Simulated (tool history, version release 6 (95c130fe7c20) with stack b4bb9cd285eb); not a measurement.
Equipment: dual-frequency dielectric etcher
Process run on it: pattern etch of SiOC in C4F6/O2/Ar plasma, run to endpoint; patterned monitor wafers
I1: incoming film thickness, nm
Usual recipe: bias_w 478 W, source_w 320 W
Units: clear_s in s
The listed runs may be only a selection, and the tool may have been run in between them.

Run 1, hour 0.0: usual settings but bias_w 528 W, source_w 300 W; I1 33.56. Result: clear_s 13.7 s.
Run 2, hour 12.1: usual settings but bias_w 528 W, source_w 300 W; I1 33.37. Result: clear_s 13.7 s.
Run 3, hour 20.0: usual settings but bias_w 528 W, source_w 300 W; I1 33.33. Result: clear_s 13.6 s.
Run 4, hour 34.3: usual settings; I1 33.52. Result: clear_s 13.8 s.
Run 5, hour 44.8: usual settings; I1 33.41. Result: clear_s 13.8 s.
Run 6, hour 51.5: usual settings; I1 33.33. Result: clear_s 13.8 s.
Run 7, hour 58.8: usual settings; I1 33.87. Result: clear_s 14.1 s.
Run 8, hour 71.4: usual settings; I1 33.71. Result: clear_s 14.0 s.
Run 9, hour 89.2: usual settings; I1 33.72. Result: clear_s 14.0 s.
Run 10, hour 97.1: usual settings; I1 33.63. Result: clear_s 14.0 s.
Run 11, hour 106.2: usual settings; I1 33.60. Result: clear_s 14.0 s.
At hour 116.6: bias power generator calibrated.
At hour 137.7: upper electrode replaced.
At hour 158.3: wet clean of the chamber.
At hour 162.3: source power generator calibrated.
Run 12, hour 162.8: usual settings; I1 33.53. Result: clear_s 13.5 s.
Run 13, hour 163.2: usual settings but bias_w 433 W, source_w 400 W; I1 33.76. Result: clear_s 13.0 s.
Run 14, hour 163.5: usual settings but bias_w 591 W, source_w 250 W; I1 33.53. Result: clear_s 13.7 s.
Run 15, hour 163.8: usual settings but bias_w 413 W; I1 33.33. Result: clear_s 14.1 s.
Run 16, hour 164.1: usual settings; I1 33.50. Result: clear_s 13.5 s.
Run 17, hour 164.4: usual settings but bias_w 422 W, source_w 280 W; I1 33.53. Result: clear_s 14.7 s.
Run 18, hour 179.2: usual settings; I1 33.21. Result: clear_s 13.3 s.
Run 19, hour 186.3: usual settings but bias_w 557 W, source_w 270 W; I1 33.17. Result: clear_s 13.5 s.
Run 20, hour 193.7: usual settings but source_w 280 W; I1 33.63. Result: clear_s 14.3 s.
Run 21, hour 203.2: usual settings but bias_w 422 W, source_w 280 W; I1 33.59. Result: clear_s 14.8 s.
Run 22, hour 213.2: usual settings; I1 33.84. Result: clear_s 13.7 s.
Run 23, hour 219.4: usual settings but source_w 360 W; I1 33.28. Result: clear_s 12.9 s.
Run 24, hour 231.5: usual settings; I1 33.54. Result: clear_s 13.6 s.
Run 25, hour 239.4: usual settings but bias_w 395 W, source_w 400 W; I1 33.76. Result: clear_s 13.4 s.

Below, some changes in clear_s between adjacent runs. For each, the amount present without the hidden state too (settings, incoming material, random variation) and the amount remaining for the hidden state with gauge scatter not shared by both compared results:
The hidden state here: etch rate over this chamber's usual, %; bias power that arrives over what is set, %; source power that arrives over what is set, %.
Run 8 -> 9: no setting touched and nothing written in the log between the runs. clear_s +0.0 s: hidden state +0.1, all else -0.1.
Run 11 -> 12: bias power generator calibrated, upper electrode replaced, wet clean of the chamber, source power generator calibrated. clear_s -0.5 s: hidden state -0.5, all else +0.0.
Run 16 -> 17: bias_w 478 -> 422, source_w 320 -> 280. clear_s +1.2 s: hidden state +0.0, all else +1.2.
Run 17 -> 18: bias_w 422 -> 478, source_w 280 -> 320. clear_s -1.4 s: hidden state +0.0, all else -1.4.
